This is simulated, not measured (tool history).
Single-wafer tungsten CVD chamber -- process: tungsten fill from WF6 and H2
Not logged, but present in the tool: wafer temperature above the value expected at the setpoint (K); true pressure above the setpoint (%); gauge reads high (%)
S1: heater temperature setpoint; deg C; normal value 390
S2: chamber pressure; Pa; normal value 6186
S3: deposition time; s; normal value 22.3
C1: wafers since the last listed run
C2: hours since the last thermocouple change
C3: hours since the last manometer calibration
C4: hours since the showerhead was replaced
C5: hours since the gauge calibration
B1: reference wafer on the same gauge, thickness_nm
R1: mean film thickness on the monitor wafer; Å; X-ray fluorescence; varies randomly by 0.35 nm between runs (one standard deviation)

Run 1, day 0.000: usual settings but S2 5133 Pa; C1 0; C2 2308.7; C3 2375.0; C4 8318.5; C5 168.8; B1 76.804. Result: R1 549.89 Å.
Run 2, day 0.654: usual settings but S2 5133 Pa; C1 357; C2 2324.4; C3 2390.7; C4 8334.2; C5 184.5; B1 76.825. Result: R1 558.31 Å.
Run 3, day 1.033: usual settings but S2 5133 Pa; C1 207; C2 2333.5; C3 2399.8; C4 8343.3; C5 193.6; B1 76.803. Result: R1 561.87 Å.
Run 4, day 1.521: usual settings; C1 266; C2 2345.2; C3 2411.5; C4 8355.0; C5 205.3; B1 76.801. Result: R1 626.58 Å.
Run 5, day 2.246: usual settings; C1 396; C2 2362.6; C3 2428.9; C4 8372.4; C5 222.7; B1 76.778. Result: R1 622.62 Å.
Run 6, day 2.742: usual settings but S3 21.0 s; C1 270; C2 2374.5; C3 2440.8; C4 8384.3; C5 234.6; B1 76.713. Result: R1 587.18 Å.
Run 7, day 3.142: usual settings but S3 21.0 s; C1 218; C2 2384.1; C3 2450.4; C4 8393.9; C5 244.2; B1 76.840. Result: R1 583.22 Å.
Run 8, day 3.492: usual settings; C1 191; C2 2392.5; C3 2458.8; C4 8402.3; C5 252.6; B1 76.774. Result: R1 619.80 Å.
Run 9, day 5.000: usual settings; C1 824; C2 2428.7; C3 2495.0; C4 8438.5; C5 288.8; B1 76.787. Result: R1 614.42 Å.
Run 10, day 5.371: usual settings; C1 202; C2 2437.6; C3 2503.9; C4 8447.4; C5 297.7; B1 76.806. Result: R1 618.21 Å.
Run 11, day 6.025: usual settings; C1 357; C2 2453.3; C3 2519.6; C4 8463.1; C5 313.4; B1 76.787. Result: R1 615.23 Å.
Run 12, day 6.421: usual settings but S2 7093 Pa; C1 216; C2 2462.8; C3 2529.1; C4 8472.6; C5 322.9; B1 76.775. Result: R1 671.41 Å.
Run 13, day 7.050: usual settings but S1 398 deg C, S2 7426 Pa; C1 343; C2 2477.9; C3 2544.2; C4 8487.7; C5 338.0; B1 76.819. Result: R1 807.19 Å.
At day 8.017: thermocouple changed; heater temperature recalibrated.
Run 14, day 8.038: usual settings but S2 4866 Pa; C1 357; C2 0.5; C3 2567.9; C4 8511.4; C5 361.7; B1 76.792. Result: R1 599.43 Å.
Run 15, day 8.467: usual settings; C1 234; C2 10.8; C3 2578.2; C4 8521.7; C5 372.0; B1 76.837. Result: R1 694.43 Å.
Run 16, day 9.138: usual settings but S1 385 deg C, S2 5120 Pa, S3 20.5 s; C1 366; C2 26.9; C3 2594.3; C4 8537.8; C5 388.1; B1 76.820. Result: R1 508.44 Å.
Run 17, day 9.479: usual settings but S2 5053 Pa, S3 18.6 s; C1 186; C2 35.1; C3 2602.5; C4 8546.0; C5 396.3; B1 76.787. Result: R1 512.36 Å.
Run 18, day 9.983: usual settings but S2 5453 Pa; C1 275; C2 47.2; C3 2614.6; C4 8558.1; C5 408.4; B1 76.769. Result: R1 635.28 Å.
Run 19, day 10.392: usual settings; C1 223; C2 57.0; C3 2624.4; C4 8567.9; C5 418.2; B1 76.748. Result: R1 689.09 Å.
At day 10.850: showerhead replaced.
Run 20, day 10.938: usual settings but S1 401 deg C, S3 18.8 s; C1 116; C2 70.1; C3 2637.5; C4 2.1; C5 431.3; B1 76.731. Result: R1 717.50 Å.
Run 21, day 11.479: usual settings but S1 399 deg C, S2 7706 Pa, S3 25.9 s; C1 295; C2 83.1; C3 2650.5; C4 15.1; C5 444.3; B1 76.787. Result: R1 1071.17 Å.
At day 11.962: gauge calibrated.
Run 22, day 12.688: usual settings but S1 402 deg C, S2 4986 Pa, S3 25.6 s; C1 660; C2 112.1; C3 2679.5; C4 44.1; C5 17.4; B1 76.770. Result: R1 883.13 Å.
Run 23, day 12.983: usual settings but S1 379 deg C, S2 5653 Pa, S3 19.4 s; C1 161; C2 119.2; C3 2686.6; C4 51.2; C5 24.5; B1 76.860. Result: R1 448.92 Å.
Run 24, day 13.696: usual settings but S1 401 deg C, S2 5706 Pa, S3 20.7 s; C1 389; C2 136.3; C3 2703.7; C4 68.3; C5 41.6; B1 76.803. Result: R1 755.12 Å.
Run 25, day 14.033: usual settings; C1 184; C2 144.4; C3 2711.8; C4 76.4; C5 49.7; B1 76.815. Result: R1 684.86 Å.
Run 26, day 14.604: usual settings but S1 381 deg C, S2 6626 Pa, S3 24.1 s; C1 311; C2 158.1; C3 2725.5; C4 90.1; C5 63.4; B1 76.771. Result: R1 639.85 Å.
At day 15.183: capacitance manometer re-zeroed and calibrated.
Run 27, day 16.712: usual settings but S1 377 deg C, S2 5533 Pa, S3 25.1 s; C1 969; C2 208.7; C3 36.7; C4 140.7; C5 114.0; B1 76.763. Result: R1 543.80 Å.
Run 28, day 17.412: usual settings but S1 377 deg C, S2 4760 Pa, S3 20.5 s; C1 382; C2 225.5; C3 53.5; C4 157.5; C5 130.8; B1 76.809. Result: R1 408.09 Å.
Run 29, day 17.979: usual settings; C1 309; C2 239.1; C3 67.1; C4 171.1; C5 144.4; B1 76.806. Result: R1 689.50 Å.
Run 30, day 18.596: usual settings but S3 25.6 s; C1 336; C2 253.9; C3 81.9; C4 185.9; C5 159.2; B1 76.774. Result: R1 782.70 Å.
Run 31, day 19.242: usual settings; C1 352; C2 269.4; C3 97.4; C4 201.4; C5 174.7; B1 76.842. Result: R1 684.63 Å.
Run 32, day 20.838: usual settings but S1 405 deg C, S2 5280 Pa, S3 18.7 s; C1 871; C2 307.7; C3 135.7; C4 239.7; C5 213.0; B1 76.746. Result: R1 695.34 Å.
Run 33, day 21.146: usual settings but S2 5533 Pa, S3 19.3 s; C1 168; C2 315.1; C3 143.1; C4 247.1; C5 220.4; B1 76.833. Result: R1 558.64 Å.

Each row is a separate what-if for the run after 33, all from the same tool condition, not one after another. Results?
Run A, day 21.162: usual settings; C1 9; C2 315.5; C3 143.5; C4 247.5; C5 220.8; B1 ?. Result: R1 ?.
Run B, day 21.162: usual settings but S1 400 deg C, S2 4893 Pa, S3 20.1 s; C1 9; C2 315.5; C3 143.5; C4 247.5; C5 220.8; B1 ?. Result: R1 ?.
Run C, day 21.162: usual settings but S1 397 deg C, S2 6813 Pa, S3 19.6 s; C1 9; C2 315.5; C3 143.5; C4 247.5; C5 220.8; B1 ?. Result: R1 ?.
Run D, day 21.162: usual settings but S3 20.7 s; C1 9; C2 315.5; C3 143.5; C4 247.5; C5 220.8; B1 ?. Result: R1 ?.
Run E, day 21.162: usual settings but S1 379 deg C, S3 18.8 s; C1 9; C2 315.5; C3 143.5; C4 247.5; C5 220.8; B1 ?. Result: R1 ?.

run      B1      R1
  A  76.837  684.59
  B  76.837  651.35
  C  76.837  731.54
  D  76.837  635.26
  E  76.837  456.91
With the hidden condition removed and each run's random variation left untouched, the same runs would have given:
run      R1
  A  688.50
  B  654.75
  C  735.54
  D  638.90
  E  459.65
